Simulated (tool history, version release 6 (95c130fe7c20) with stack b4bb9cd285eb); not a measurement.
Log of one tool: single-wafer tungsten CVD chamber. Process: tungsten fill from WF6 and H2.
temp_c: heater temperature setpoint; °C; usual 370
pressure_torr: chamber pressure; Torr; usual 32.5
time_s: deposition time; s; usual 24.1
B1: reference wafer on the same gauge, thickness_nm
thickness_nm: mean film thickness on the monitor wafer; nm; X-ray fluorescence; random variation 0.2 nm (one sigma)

Run 1, hour 0: usual settings; B1 48.841. Result: thickness_nm 44.815 nm.
Run 2, hour 26.6: usual settings; B1 48.721. Result: thickness_nm 44.912 nm.
Run 3, hour 156.7: usual settings; B1 48.858. Result: thickness_nm 44.861 nm.
Run 4, hour 204.2: usual settings; B1 48.799. Result: thickness_nm 45.302 nm.
Run 5, hour 232.3: usual settings; B1 48.77. Result: thickness_nm 45.396 nm.
Run 6, hour 299.5: usual settings; B1 48.837. Result: thickness_nm 44.857 nm.
Run 7, hour 325.9: usual settings; B1 48.742. Result: thickness_nm 45.259 nm.
Run 8, hour 367.3: usual settings; B1 48.753. Result: thickness_nm 45.181 nm.
At hour 423.7: gauge calibrated.
Run 9, hour 431.9: usual settings; B1 48.719. Result: thickness_nm 45.416 nm.
Run 10, hour 472.6: usual settings; B1 48.844. Result: thickness_nm 45.268 nm.
Run 11, hour 498: usual settings; B1 48.804. Result: thickness_nm 45.55 nm.
At hour 555.7: showerhead replaced.
Run 12, hour 565.6: usual settings but temp_c 364 °C; B1 48.825. Result: thickness_nm 40.57 nm.
Run 13, hour 602.5: usual settings but temp_c 381 °C; B1 48.786. Result: thickness_nm 55.574 nm.
Run 14, hour 795.9: usual settings but temp_c 364 °C; B1 48.785. Result: thickness_nm 40.839 nm.
Run 15, hour 837.5: usual settings but temp_c 374 °C; B1 48.805. Result: thickness_nm 49.239 nm.
Run 16, hour 865.9: usual settings but temp_c 379 °C, pressure_torr 38.3 Torr, time_s 25.5 s; B1 48.753. Result: thickness_nm 60.848 nm.
Run 17, hour 903.7: usual settings but pressure_torr 27.9 Torr, time_s 21.5 s; B1 48.818. Result: thickness_nm 38.147 nm.
Run 18, hour 939.7: usual settings but temp_c 377 °C, pressure_torr 37.6 Torr, time_s 26.5 s; B1 48.818. Result: thickness_nm 60.278 nm.
At hour 965.1: thermocouple changed; heater temperature recalibrated.
At hour 1018.6: capacitance manometer re-zeroed and calibrated.
Run 19, hour 1120.4: usual settings; B1 48.838. Result: thickness_nm 44.479 nm.
Run 20, hour 1162.8: usual settings but time_s 22.6 s; B1 48.86. Result: thickness_nm 41.597 nm.
Run 21, hour 1232.3: usual settings but temp_c 383 °C, pressure_torr 30 Torr, time_s 26.5 s; B1 48.814. Result: thickness_nm 59.871 nm.
Run 22, hour 1280.7: usual settings but temp_c 363 °C, pressure_torr 34.7 Torr, time_s 28.5 s; B1 48.87. Result: thickness_nm 46.947 nm.
Run 23, hour 1308.4: usual settings but pressure_torr 38.1 Torr; B1 48.8. Result: thickness_nm 47.503 nm.
At hour 1324.3: gauge calibrated.
Run 24, hour 1343.4: usual settings; B1 48.753. Result: thickness_nm 44.854 nm.

Forecast each of these 5 alternatives for the next run:
Run A, hour 1343.8: usual settings but pressure_torr 28.8 Torr; B1 ?. Result: thickness_nm ?.
Run B, hour 1343.8: usual settings but temp_c 363 °C, time_s 22 s; B1 ?. Result: thickness_nm ?.
Run C, hour 1343.8: usual settings but temp_c 384 °C, pressure_torr 40.4 Torr, time_s 22.5 s; B1 ?. Result: thickness_nm ?.
Run D, hour 1343.8: usual settings but temp_c 380 °C, pressure_torr 27.6 Torr, time_s 25.3 s; B1 ?. Result: thickness_nm ?.
Run E, hour 1343.8: usual settings but time_s 27.2 s; B1 ?. Result: thickness_nm ?.

run     B1  thickness_nm
  A  48.71        42.482
  B  48.71        35.604
  C  48.71        58.475
  D  48.71        52.663
  E  48.71        50.305
Without the tool's hidden state the same runs would have given:
run  thickness_nm
  A        42.287
  B        35.443
  C        58.214
  D        52.422
  E        50.078
